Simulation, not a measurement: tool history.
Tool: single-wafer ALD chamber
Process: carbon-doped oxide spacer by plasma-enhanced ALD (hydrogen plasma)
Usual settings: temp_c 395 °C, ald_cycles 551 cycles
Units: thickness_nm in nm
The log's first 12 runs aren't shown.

run    hour  temp_c  ald_cycles  read-back reference wafer on the same gauge, thickness_nm  thickness_nm
 13   540.0     395         478                                                     31.510        23.957
 14   594.1     395         551                                                     31.516        27.802
 15   629.1     395         551                                                     31.486        27.808
 16   682.0     395         551                                                     31.496        27.750
 17   729.2     395         551                                                     31.480        27.826
 18   795.4     395         551                                                     31.473        27.748
 19   829.7     389         551                                                     31.504        27.876
 20   858.6     395         551                                                     31.496        27.799
 21   899.3     395         551                                                     31.516        27.824
 22   956.0     395         551                                                     31.509        27.781
 23  1016.6     403         634                                                     31.484        31.658
 24  1040.7     386         652                                                     31.521        32.849
 25  1067.0     395         551                                                     31.537        27.736
 26  1105.2     402         551                                                     31.499        27.760
 27  1157.9     390         653                                                     31.489        32.907
 28  1219.0     382         449                                                     31.508        22.628
 29  1248.0     395         551                                                     31.473        27.818
 30  1293.0     408         551                                                     31.506        26.991

The next listed run, before its measurement:
 31  1347.9     395         551                                                          ?             ?

read-back reference wafer on the same gauge, thickness_nm: 31.508
thickness_nm: 27.741 nm
Without the tool's hidden state the same run would have given thickness_nm 27.741 nm.

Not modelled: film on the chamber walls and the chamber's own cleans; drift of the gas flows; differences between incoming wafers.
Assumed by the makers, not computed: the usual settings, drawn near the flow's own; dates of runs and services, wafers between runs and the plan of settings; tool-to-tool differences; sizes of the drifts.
